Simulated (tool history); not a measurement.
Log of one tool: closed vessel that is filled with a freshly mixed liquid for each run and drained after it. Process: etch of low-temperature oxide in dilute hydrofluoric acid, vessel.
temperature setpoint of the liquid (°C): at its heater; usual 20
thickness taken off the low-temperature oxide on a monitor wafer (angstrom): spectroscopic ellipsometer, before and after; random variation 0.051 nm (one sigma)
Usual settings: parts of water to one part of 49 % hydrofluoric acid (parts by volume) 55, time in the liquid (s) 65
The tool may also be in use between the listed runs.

run    hour  temperature setpoint of the liquid (°C)  parts of water to one part of 49 % hydrofluoric acid (parts by volume)  time in the liquid (s)  wafers since the last listed run  hours since the thermometer was replaced  hours since the hydrofluoric acid flow meter was replaced  hours since the gauge calibration  read-back film thickness of the low-temperature oxide reference wafer, read on the same gauge (nm)  thickness taken off the low-temperature oxide on a monitor wafer (angstrom)
  1       0                                     17.5                                                                      35                      65                                 0                                    1768.2                                                       1461                              902.2                                                                                              102.68                                                                        175.8
  2   211.6                                     17.5                                                                      35                      65                             17941                                    1979.8                                                     1672.6                             1113.8                                                                                              102.95                                                                        174.3
  3   271.7                                       20                                                                      55                      65                              5095                                    2039.9                                                     1732.7                             1173.9                                                                                              103.05                                                                        120.6
  4   374.5                                     18.5                                                                      55                      65                              8716                                    2142.7                                                     1835.5                             1276.7                                                                                              103.13                                                                        114.4
  5   432.8                                     18.5                                                                      55                      65                              4943                                      2201                                                     1893.8                               1335                                                                                              103.19                                                                          114
  6   516.6                                       20                                                                      55                      65                              7105                                    2284.8                                                     1977.6                             1418.8                                                                                              103.26                                                                        122.3
  7   553.8                                       20                                                                      55                      65                              3154                                      2322                                                     2014.8                               1456                                                                                              103.26                                                                        122.2
      613.1  -- hydrofluoric acid flow meter replaced
  8   640.2                                       20                                                                      40                      65                              7240                                    2408.4                                                       27.1                             1542.4                                                                                              103.33                                                                        171.8
      655.8  -- thermometer replaced
  9     716                                       20                                                                      40                      65                              6342                                      60.2                                                      102.9                             1618.2                                                                                              103.35                                                                        171.2
 10   789.2                                       20                                                                      40                      65                              6206                                     133.4                                                      176.1                             1691.4                                                                                              103.39                                                                        170.7
 11   870.2                                       20                                                                      35                      65                              6867                                     214.4                                                      257.1                             1772.4                                                                                              103.41                                                                        196.7
 12   906.8                                       20                                                                      65                      65                              3103                                       251                                                      293.7                               1809                                                                                              103.44                                                                        101.6
 13   970.9                                     23.5                                                                      45                      30                              5434                                     315.1                                                      357.8                             1873.1                                                                                              103.48                                                                         80.5
 14  1023.7                                       20                                                                      55                      65                              4476                                     367.9                                                      410.6                             1925.9                                                                                              103.48                                                                        121.7
     1048.5  -- gauge calibrated
 15    1115                                       22                                                                      70                      85                              7741                                     459.2                                                      501.9                               66.5                                                                                              101.16                                                                          131
 16  1156.8                                     17.5                                                                      35                      65                              3544                                       501                                                      543.7                              108.3                                                                                              101.43                                                                        173.4
 17  1205.6                                       18                                                                      80                      30                              4137                                     549.8                                                      592.5                              157.1                                                                                              101.72                                                                         34.1
 18  1258.9                                       23                                                                      70                      65                              4519                                     603.1                                                      645.8                              210.4                                                                                              101.97                                                                        105.1
 19  1339.8                                       17                                                                      40                      65                              6859                                       684                                                      726.7                              291.3                                                                                              102.37                                                                        149.4
 20    1376                                     23.5                                                                      55                      65                              3069                                     720.2                                                      762.9                              327.5                                                                                               102.5                                                                        140.1
 21  1453.5                                       22                                                                      55                      80                              6571                                     797.7                                                      840.4                                405                                                                                               102.8                                                                          162
 22  1548.3                                       22                                                                      55                      35                              8037                                     892.5                                                      935.2                              499.8                                                                                              103.16                                                                           71

Forecast each of these 4 alternatives for the next run:
  A  1549                                     17.5                                                                      55                      65                                59                                     893.2                                                      935.9                              500.5                                                                                                   ?                                                                            ?
  B  1549                                       20                                                                      85                      65                                59                                     893.2                                                      935.9                              500.5                                                                                                   ?                                                                            ?
  C  1549                                       20                                                                      45                      65                                59                                     893.2                                                      935.9                              500.5                                                                                                   ?                                                                            ?
  D  1549                                       23                                                                      80                      90                                59                                     893.2                                                      935.9                              500.5                                                                                                   ?                                                                            ?

run  read-back film thickness of the low-temperature oxide reference wafer, read on the same gauge (nm)  thickness taken off the low-temperature oxide on a monitor wafer (angstrom)
  A                                                                                              103.12                                                                        109.7
  B                                                                                              103.12                                                                         76.3
  C                                                                                              103.12                                                                        151.1
  D                                                                                              103.12                                                                        127.7
Without the tool's hidden state the same runs would have given:
run  thickness taken off the low-temperature oxide on a monitor wafer (angstrom)
  A                                                                        106.4
  B                                                                           74
  C                                                                        146.5
  D                                                                        123.8
